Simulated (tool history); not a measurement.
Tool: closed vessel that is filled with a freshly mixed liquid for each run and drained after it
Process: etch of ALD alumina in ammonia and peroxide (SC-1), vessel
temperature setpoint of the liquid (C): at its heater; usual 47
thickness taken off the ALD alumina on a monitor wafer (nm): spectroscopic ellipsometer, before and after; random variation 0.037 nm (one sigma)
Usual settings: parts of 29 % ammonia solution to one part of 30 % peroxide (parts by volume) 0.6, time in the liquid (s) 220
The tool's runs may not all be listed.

| run | hour | temperature setpoint of the liquid (C) | parts of 29 % ammonia solution to one part of 30 % peroxide (parts by volume) | time in the liquid (s) | wafers since the last listed run | hours since the thermometer was replaced | hours since the ammonia flow meter was replaced | hours since the drum of ammonia solution was connected | hours since the gauge calibration | read-back film thickness of the ALD alumina reference wafer, read on the same gauge (nm) | thickness taken off the ALD alumina on a monitor wafer (nm) |
|---|---|---|---|---|---|---|---|---|---|---|---|
| 1 | 0 | 47 | 0.6 | 220 | 0 | 1433.4 | 566.6 | 488.8 | 3.7 | 120.02 | 9.72 |
| 2 | 6.3 | 47 | 0.6 | 220 | 432 | 1439.7 | 572.9 | 495.1 | 10 | 120.03 | 9.72 |
| 3 | 18.9 | 47 | 0.6 | 220 | 864 | 1452.3 | 585.5 | 507.7 | 22.6 | 119.99 | 9.67 |
| 4 | 40 | 47 | 0.6 | 220 | 1446 | 1473.4 | 606.6 | 528.8 | 43.7 | 120.01 | 9.68 |
| 5 | 53.1 | 47 | 0.6 | 220 | 898 | 1486.5 | 619.7 | 541.9 | 56.8 | 119.99 | 9.67 |
|  | 61.5 | ammonia flow meter replaced |
| 6 | 67.6 | 47 | 0.6 | 220 | 925 | 1501 | 6.1 | 556.4 | 71.3 | 119.98 | 9.66 |
| 7 | 76.9 | 47 | 0.6 | 220 | 637 | 1510.3 | 15.4 | 565.7 | 80.6 | 119.99 | 9.69 |
| 8 | 93.7 | 47 | 0.6 | 220 | 1152 | 1527.1 | 32.2 | 582.5 | 97.4 | 119.98 | 9.63 |
| 9 | 101.7 | 47 | 0.8 | 220 | 548 | 1535.1 | 40.2 | 590.5 | 105.4 | 120 | 9.9 |
| 10 | 107.9 | 42.5 | 0.75 | 295 | 425 | 1541.3 | 46.4 | 596.7 | 111.6 | 119.98 | 10.14 |

The next listed run, before its measurement:
| 11 | 123.9 | 51 | 0.75 | 135 | 1097 | 1557.3 | 62.4 | 612.7 | 127.6 | ? | ? |

Run 11 gave read-back film thickness of the ALD alumina reference wafer, read on the same gauge (nm) 120, thickness taken off the ALD alumina on a monitor wafer (nm) 7.53.
Without the tool's hidden state the same run would have given thickness taken off the ALD alumina on a monitor wafer (nm) 8.77.
